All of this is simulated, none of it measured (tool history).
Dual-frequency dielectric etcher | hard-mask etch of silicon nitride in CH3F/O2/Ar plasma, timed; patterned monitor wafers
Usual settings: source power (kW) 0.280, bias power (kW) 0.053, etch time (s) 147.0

| run | day | source power (kW) | bias power (kW) | etch time (s) | read-back reference wafer on the same gauge, depth_nm | mean etch depth across the wafer (angstrom) |
|---|---|---|---|---|---|---|
| 1 | 0.000 | 0.280 | 0.053 | 147.0 | 84.5 | 824 |
| 2 | 1.912 | 0.280 | 0.053 | 147.0 | 84.7 | 832 |
| 3 | 3.683 | 0.280 | 0.053 | 147.0 | 84.8 | 833 |
| 4 | 4.812 | 0.280 | 0.053 | 147.0 | 84.9 | 831 |
| 5 | 6.992 | 0.280 | 0.053 | 147.0 | 85.0 | 829 |
| 6 | 9.221 | 0.280 | 0.053 | 147.0 | 85.1 | 838 |
| 7 | 10.596 | 0.280 | 0.058 | 147.0 | 85.4 | 865 |
| 8 | 13.317 | 0.280 | 0.058 | 147.0 | 85.3 | 865 |
|  | 19.833 | source power generator calibrated |
|  | 20.862 | wet clean of the chamber |
| 9 | 20.912 | 0.280 | 0.053 | 174.0 | 85.4 | 983 |
|  | 21.704 | gauge calibrated |
|  | 22.058 | bias power generator calibrated |
| 10 | 29.604 | 0.280 | 0.041 | 169.5 | 84.6 | 856 |
|  | 31.500 | upper electrode replaced |
| 11 | 33.096 | 0.300 | 0.065 | 147.0 | 84.9 | 924 |
| 12 | 34.650 | 0.250 | 0.053 | 147.0 | 85.1 | 801 |
| 13 | 36.633 | 0.280 | 0.053 | 147.0 | 85.1 | 833 |
| 14 | 38.767 | 0.210 | 0.043 | 147.0 | 85.3 | 687 |
| 15 | 40.250 | 0.300 | 0.048 | 147.0 | 85.4 | 824 |
| 16 | 41.775 | 0.280 | 0.053 | 147.0 | 85.5 | 839 |

The same runs without the tool's hidden state, with the same run-to-run variation:
The hidden state here: etch rate over this chamber's usual, %; source power that arrives over what is set, %; bias power that arrives over what is set, %; gauge reads high (%).
| run | mean etch depth across the wafer (angstrom) |
|---|---|
| 1 | 807 |
| 2 | 813 |
| 3 | 812 |
| 4 | 810 |
| 5 | 806 |
| 6 | 814 |
| 7 | 839 |
| 8 | 838 |
| 9 | 951 |
| 10 | 838 |
| 11 | 900 |
| 12 | 780 |
| 13 | 809 |
| 14 | 666 |
| 15 | 799 |
| 16 | 813 |
